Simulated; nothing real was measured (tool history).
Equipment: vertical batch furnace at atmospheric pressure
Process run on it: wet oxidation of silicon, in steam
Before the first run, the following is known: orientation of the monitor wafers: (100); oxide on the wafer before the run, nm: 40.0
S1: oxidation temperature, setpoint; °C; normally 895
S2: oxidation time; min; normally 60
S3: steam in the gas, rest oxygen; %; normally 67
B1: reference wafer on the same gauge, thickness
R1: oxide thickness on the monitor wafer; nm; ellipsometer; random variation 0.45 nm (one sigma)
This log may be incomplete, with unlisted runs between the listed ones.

Run 1, day 0: usual settings but S3 58 %; B1 146.02. Result: R1 112.39 nm.
Run 2, day 2.033: usual settings but S3 58 %; B1 145.99. Result: R1 113.23 nm.
Run 3, day 6.15: usual settings but S3 58 %; B1 145.93. Result: R1 112.03 nm.
Run 4, day 7.979: usual settings; B1 146.11. Result: R1 123.98 nm.
At day 8.967: gauge calibrated.
Run 5, day 9.479: usual settings; B1 145.96. Result: R1 123.16 nm.
Run 6, day 12.229: usual settings; B1 145.97. Result: R1 122.72 nm.
Run 7, day 14.121: usual settings; B1 146.11. Result: R1 123.72 nm.
Run 8, day 16.65: usual settings; B1 146.07. Result: R1 122.97 nm.
Run 9, day 19.071: usual settings; B1 146.03. Result: R1 123.44 nm.
Run 10, day 21.142: usual settings but S1 901 °C, S2 43.5 min; B1 146.05. Result: R1 107.06 nm.
Run 11, day 22.642: usual settings but S1 901 °C, S2 43.5 min; B1 145.86. Result: R1 106.97 nm.
Run 12, day 24.533: usual settings but S1 880 °C; B1 145.94. Result: R1 105.8 nm.
Run 13, day 25.617: usual settings but S1 880 °C; B1 145.95. Result: R1 105.49 nm.
Run 14, day 28.175: usual settings but S1 882 °C; B1 145.9. Result: R1 106.73 nm.
Run 15, day 32.608: usual settings but S1 882 °C; B1 146.09. Result: R1 106.51 nm.
Run 16, day 34.921: usual settings but S1 888 °C, S2 31.5 min, S3 74 %; B1 146.01. Result: R1 82.78 nm.
At day 37.254: thermocouples replaced and temperature profile calibrated.
Run 17, day 37.446: usual settings but S2 81.5 min, S3 74 %; B1 146.06. Result: R1 160.96 nm.
Run 18, day 39.192: usual settings; B1 145.99. Result: R1 121.7 nm.
Run 19, day 41.817: usual settings but S1 881 °C, S2 89 min, S3 76 %; B1 145.89. Result: R1 148.92 nm.
At day 43.642: steam generator serviced.
Run 20, day 43.758: usual settings; B1 146.08. Result: R1 126.68 nm.
Run 21, day 46.146: usual settings but S1 877 °C, S2 85.5 min, S3 58 %; B1 145.99. Result: R1 119.65 nm.
Run 22, day 47.783: usual settings but S1 905 °C, S3 63 %; B1 146.04. Result: R1 134.21 nm.
At day 48.667: gauge calibrated.
Run 23, day 50.138: usual settings but S2 33.5 min, S3 75 %; B1 146.14. Result: R1 94.07 nm.
Run 24, day 51.658: usual settings but S1 914 °C, S2 42 min, S3 70 %; B1 145.96. Result: R1 123.98 nm.
Run 25, day 52.9: usual settings; B1 145.93. Result: R1 126.77 nm.
Run 26, day 54.15: usual settings but S1 871 °C, S2 89.5 min; B1 146.11. Result: R1 125.42 nm.
Run 27, day 56.85: usual settings but S2 78 min, S3 57 %; B1 146.06. Result: R1 135.99 nm.
Run 28, day 58.104: usual settings but S1 905 °C, S3 63 %; B1 146.17. Result: R1 135.05 nm.
Run 29, day 59.283: usual settings but S1 872 °C, S2 76 min, S3 75 %; B1 145.95. Result: R1 122.45 nm.
Run 30, day 61.642: usual settings but S2 89.5 min; B1 146.06. Result: R1 165.72 nm.

Below are 4 alternative next runs, each starting from the tool's condition after run 30. Predict each:
Run A, day 61.817: usual settings; B1 ?. Result: R1 ?.
Run B, day 61.817: usual settings but S1 904 °C, S2 84 min, S3 79 %; B1 ?. Result: R1 ?.
Run C, day 61.817: usual settings but S1 911 °C, S2 84.5 min; B1 ?. Result: R1 ?.
Run D, day 61.817: usual settings but S1 914 °C, S2 70 min, S3 74 %; B1 ?. Result: R1 ?.

run      B1      R1
  A  146.08  126.27
  B  146.08  196.93
  C  146.08  188.65
  D  146.08  182.29
Without the tool's unlogged condition, the same runs would have read:
run      R1
  A  127.25
  B   198.6
  C  190.23
  D  183.81

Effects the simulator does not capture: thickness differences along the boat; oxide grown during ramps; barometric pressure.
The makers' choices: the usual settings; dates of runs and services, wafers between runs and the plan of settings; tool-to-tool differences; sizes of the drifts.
